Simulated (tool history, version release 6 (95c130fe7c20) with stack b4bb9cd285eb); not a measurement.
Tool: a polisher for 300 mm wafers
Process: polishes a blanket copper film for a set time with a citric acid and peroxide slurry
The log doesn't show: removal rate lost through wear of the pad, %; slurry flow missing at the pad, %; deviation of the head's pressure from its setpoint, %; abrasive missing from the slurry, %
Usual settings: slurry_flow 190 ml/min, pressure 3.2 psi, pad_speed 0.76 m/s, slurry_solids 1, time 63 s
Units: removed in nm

run   hour  slurry_flow  pressure  pad_speed  slurry_solids  time  wafers since the last listed run  wafers polished on this pad  hours since the slurry nozzle was cleaned  hours since the head pressure was calibrated  hours since the slurry blender was calibrated  incoming thickness of the incoming film, nm  removed
  1      0          190       3.2       0.92              1    72                                 0                          871                                      588.2                                         255.8                                           96.4                                        770.9    150.6
  2   29.1          190       3.2       0.76              1    63                               275                         1147                                      617.3                                         284.9                                          125.5                                        757.9    105.6
      37.7  -- worn pad replaced by a new one
      42.8  -- slurry blender recalibrated
  3   62.5          190       3.2       0.76              1    63                               259                          216                                      650.7                                         318.3                                           19.7                                        764.2    112.6
  4   76.3          190       3.2       0.76              1    63                               130                          347                                      664.5                                         332.1                                           33.5                                        762.5    113.7
  5   98.7          190       3.2       0.76              1    63                               212                          559                                      686.9                                         354.5                                           55.9                                        749.5      112
  6  132.4          190       3.2       0.76              1    63                               319                          879                                      720.6                                         388.2                                           89.6                                        758.4    108.6
  7  160.3          140       3.2       0.76              1    63                               264                         1143                                      748.5                                         416.1                                          117.5                                        764.6    100.7
     168.9  -- head pressure recalibrated
     172.7  -- slurry blender recalibrated
     173.3  -- worn pad replaced by a new one, of another model than before
  8    180          140       3.2       0.76              1    63                               143                           63                                      768.2                                          11.1                                            7.3                                        764.5    110.9
  9  208.2          190       3.2       0.86              1    63                               267                          330                                      796.4                                          39.3                                           35.5                                        748.9    123.4
 10  234.6          190       3.2          1              1    76                               250                          580                                      822.8                                          65.7                                           61.9                                        763.7    165.2
     239.7  -- slurry nozzle cleaned
 11  255.3          190       3.2       0.76            1.1    63                               186                          767                                       15.6                                          86.4                                           82.6                                          758    111.5
 12  270.5          190       3.2       0.92            0.9    70                               144                          911                                       30.8                                         101.6                                           97.8                                        758.3    137.5
     285.8  -- slurry blender recalibrated
     298.3  -- worn pad replaced by a new one
 13  298.8          190       3.2       0.92              1    72                               211                            5                                       59.1                                         129.9                                             13                                        751.5    147.6
 14    315          190       3.2       0.92              1    72                               153                          158                                       75.3                                         146.1                                           29.2                                          750    148.8
 15  345.9          190       3.2       0.98              1    55                               292                          451                                      106.2                                           177                                           60.1                                        770.1    115.7

The next listed run, before its measurement:
 16  371.3          220       3.2       0.76              1    63                               240                          692                                      131.6                                         202.4                                           85.5                                        770.7        ?

removed: 112.9 nm
Without the tool's hidden state the same run would have given removed 115.9 nm.
